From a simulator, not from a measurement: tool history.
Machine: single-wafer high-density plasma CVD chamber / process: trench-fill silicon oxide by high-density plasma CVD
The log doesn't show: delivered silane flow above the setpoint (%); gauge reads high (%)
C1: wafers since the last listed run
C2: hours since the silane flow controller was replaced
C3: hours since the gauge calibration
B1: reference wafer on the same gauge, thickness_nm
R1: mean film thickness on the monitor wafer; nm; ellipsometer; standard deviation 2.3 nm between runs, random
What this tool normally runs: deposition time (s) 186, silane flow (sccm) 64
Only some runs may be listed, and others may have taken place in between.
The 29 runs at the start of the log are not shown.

{"run": 30, "hour": 385.3, "deposition time (s)": 186, "silane flow (sccm)": 64, "C1": 63, "C2": 24.4, "C3": 87.1, "B1": 879.688, "R1": 1067.319}
{"run": 31, "hour": 402.1, "deposition time (s)": 201, "silane flow (sccm)": 57, "C1": 146, "C2": 41.2, "C3": 103.9, "B1": 880.535, "R1": 1027.489}
{"run": 32, "hour": 414.3, "deposition time (s)": 186, "silane flow (sccm)": 64, "C1": 106, "C2": 53.4, "C3": 116.1, "B1": 879.182, "R1": 1067.519}
{"run": 33, "hour": 429.5, "deposition time (s)": 223, "silane flow (sccm)": 55, "C1": 132, "C2": 68.6, "C3": 131.3, "B1": 880.017, "R1": 1099.763}
{"run": 34, "hour": 441.8, "deposition time (s)": 153, "silane flow (sccm)": 64, "C1": 107, "C2": 80.9, "C3": 143.6, "B1": 880.014, "R1": 878.052}
{"run": 35, "hour": 452.2, "deposition time (s)": 186, "silane flow (sccm)": 64, "C1": 90, "C2": 91.3, "C3": 154, "B1": 880.09, "R1": 1068.016}
{"run": 36, "hour": 468.5, "deposition time (s)": 200, "silane flow (sccm)": 70, "C1": 142, "C2": 107.6, "C3": 170.3, "B1": 880.794, "R1": 1258.259}
{"run": 37, "hour": 474.6, "deposition time (s)": 173, "silane flow (sccm)": 70, "C1": 53, "C2": 113.7, "C3": 176.4, "B1": 879.999, "R1": 1088.995}

For run 38, what comes out?
{"run": 38, "hour": 490.3, "deposition time (s)": 186, "silane flow (sccm)": 64, "C1": 137, "C2": 129.4, "C3": 192.1, "B1": "?", "R1": "?"}

{"run 38": {"B1": 879.362, "R1": 1069.125}}
Without the tool's hidden state the same run would have given R1 1066.724 nm.

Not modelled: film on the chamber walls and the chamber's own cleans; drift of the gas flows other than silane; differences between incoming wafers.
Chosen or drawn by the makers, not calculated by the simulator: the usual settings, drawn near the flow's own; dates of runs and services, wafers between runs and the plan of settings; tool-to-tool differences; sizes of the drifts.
